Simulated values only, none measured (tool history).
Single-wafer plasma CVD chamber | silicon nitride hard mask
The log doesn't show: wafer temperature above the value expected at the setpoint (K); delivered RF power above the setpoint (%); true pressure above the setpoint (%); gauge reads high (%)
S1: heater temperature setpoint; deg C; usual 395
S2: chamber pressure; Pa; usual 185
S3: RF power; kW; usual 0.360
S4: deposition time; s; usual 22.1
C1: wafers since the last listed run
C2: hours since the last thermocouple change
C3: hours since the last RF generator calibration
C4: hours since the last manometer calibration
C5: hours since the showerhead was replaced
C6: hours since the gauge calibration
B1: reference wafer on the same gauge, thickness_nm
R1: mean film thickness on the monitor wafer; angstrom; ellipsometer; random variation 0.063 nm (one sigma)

Run 1, day 0.000: usual settings; C1 0; C2 2154.7; C3 660.8; C4 1992.1; C5 2938.5; C6 2334.3; B1 27.504. Result: R1 242.21 angstrom.
At day 0.671: capacitance manometer re-zeroed and calibrated.
Run 2, day 4.162: usual settings; C1 1396; C2 2254.6; C3 760.7; C4 83.8; C5 3038.4; C6 2434.2; B1 27.507. Result: R1 241.71 angstrom.
At day 5.221: gauge calibrated.
At day 5.942: showerhead replaced.
At day 6.338: thermocouple changed; heater temperature recalibrated.
Run 3, day 8.262: usual settings but S4 21.0 s; C1 1251; C2 46.2; C3 859.1; C4 182.2; C5 55.7; C6 73.0; B1 27.525. Result: R1 230.44 angstrom.
At day 9.025: RF generator calibrated.
Run 4, day 11.242: usual settings but S2 199 Pa; C1 964; C2 117.7; C3 53.2; C4 253.7; C5 127.2; C6 144.5; B1 27.515. Result: R1 250.14 angstrom.
Run 5, day 13.567: usual settings but S3 0.400 kW, S4 20.6 s; C1 847; C2 173.5; C3 109.0; C4 309.5; C5 183.0; C6 200.3; B1 27.516. Result: R1 237.64 angstrom.
Run 6, day 17.488: usual settings; C1 1429; C2 267.6; C3 203.1; C4 403.6; C5 277.1; C6 294.4; B1 27.507. Result: R1 242.39 angstrom.
Run 7, day 20.021: usual settings but S1 409 deg C, S2 141 Pa, S3 0.395 kW, S4 20.5 s; C1 923; C2 328.4; C3 263.9; C4 464.4; C5 337.9; C6 355.2; B1 27.513. Result: R1 202.06 angstrom.
Run 8, day 22.308: usual settings but S2 155 Pa; C1 834; C2 383.3; C3 318.8; C4 519.3; C5 392.8; C6 410.1; B1 27.510. Result: R1 220.88 angstrom.
Run 9, day 26.129: usual settings but S2 141 Pa, S3 0.415 kW, S4 19.8 s; C1 1393; C2 475.0; C3 410.5; C4 611.0; C5 484.5; C6 501.8; B1 27.493. Result: R1 200.75 angstrom.
Run 10, day 28.550: usual settings but S1 380 deg C, S2 144 Pa, S3 0.315 kW, S4 19.9 s; C1 882; C2 533.1; C3 468.6; C4 669.1; C5 542.6; C6 559.9; B1 27.513. Result: R1 180.38 angstrom.
Run 11, day 31.842: usual settings but S2 168 Pa; C1 1200; C2 612.1; C3 547.6; C4 748.1; C5 621.6; C6 638.9; B1 27.515. Result: R1 232.35 angstrom.
Run 12, day 33.846: usual settings but S3 0.420 kW; C1 730; C2 660.2; C3 595.7; C4 796.2; C5 669.7; C6 687.0; B1 27.474. Result: R1 260.41 angstrom.
Run 13, day 37.071: usual settings; C1 1175; C2 737.6; C3 673.1; C4 873.6; C5 747.1; C6 764.4; B1 27.485. Result: R1 242.68 angstrom.
Run 14, day 39.471: usual settings but S1 405 deg C, S3 0.310 kW; C1 875; C2 795.2; C3 730.7; C4 931.2; C5 804.7; C6 822.0; B1 27.481. Result: R1 224.26 angstrom.
Run 15, day 43.304: usual settings but S1 407 deg C, S2 160 Pa; C1 1397; C2 887.2; C3 822.7; C4 1023.2; C5 896.7; C6 914.0; B1 27.529. Result: R1 224.45 angstrom.
Run 16, day 46.904: usual settings but S2 217 Pa; C1 1312; C2 973.6; C3 909.1; C4 1109.6; C5 983.1; C6 1000.4; B1 27.515. Result: R1 258.94 angstrom.
At day 48.362: RF generator calibrated.
Run 17, day 48.650: usual settings; C1 514; C2 1015.5; C3 6.9; C4 1151.5; C5 1025.0; C6 1042.3; B1 27.487. Result: R1 241.84 angstrom.
Run 18, day 51.604: usual settings but S3 0.340 kW; C1 1077; C2 1086.4; C3 77.8; C4 1222.4; C5 1095.9; C6 1113.2; B1 27.523. Result: R1 233.98 angstrom.
Run 19, day 55.300: usual settings; C1 1347; C2 1175.1; C3 166.5; C4 1311.1; C5 1184.6; C6 1201.9; B1 27.500. Result: R1 241.19 angstrom.
Run 20, day 57.254: usual settings but S1 401 deg C, S3 0.340 kW; C1 712; C2 1222.0; C3 213.4; C4 1358.0; C5 1231.5; C6 1248.8; B1 27.496. Result: R1 234.37 angstrom.
Run 21, day 60.358: usual settings; C1 1131; C2 1296.5; C3 287.9; C4 1432.5; C5 1306.0; C6 1323.3; B1 27.489. Result: R1 242.52 angstrom.
Run 22, day 62.225: usual settings but S1 390 deg C, S2 139 Pa, S4 25.8 s; C1 680; C2 1341.3; C3 332.7; C4 1477.3; C5 1350.8; C6 1368.1; B1 27.510. Result: R1 241.14 angstrom.
Run 23, day 66.362: usual settings; C1 1508; C2 1440.6; C3 432.0; C4 1576.6; C5 1450.1; C6 1467.4; B1 27.490. Result: R1 242.39 angstrom.
Run 24, day 69.025: usual settings but S1 386 deg C, S2 231 Pa, S3 0.330 kW; C1 970; C2 1504.5; C3 495.9; C4 1640.5; C5 1514.0; C6 1531.3; B1 27.511. Result: R1 254.42 angstrom.
Run 25, day 73.221: usual settings but S2 204 Pa, S3 0.290 kW, S4 18.7 s; C1 1529; C2 1605.2; C3 596.6; C4 1741.2; C5 1614.7; C6 1632.0; B1 27.496. Result: R1 191.86 angstrom.
At day 73.992: capacitance manometer re-zeroed and calibrated.
Run 26, day 76.229: usual settings but S3 0.405 kW; C1 975; C2 1677.4; C3 668.8; C4 53.7; C5 1686.9; C6 1704.2; B1 27.500. Result: R1 254.92 angstrom.
Run 27, day 80.308: usual settings but S3 0.385 kW, S4 18.4 s; C1 1487; C2 1775.3; C3 766.7; C4 151.6; C5 1784.8; C6 1802.1; B1 27.488. Result: R1 208.14 angstrom.

The tool's hidden state at each run:
wafer temperature above the value expected at the setpoint (K): 0 in every run
delivered RF power above the setpoint (%): 0 in every run
true pressure above the setpoint (%): 0 in every run
gauge reads high (%): 0 in every run
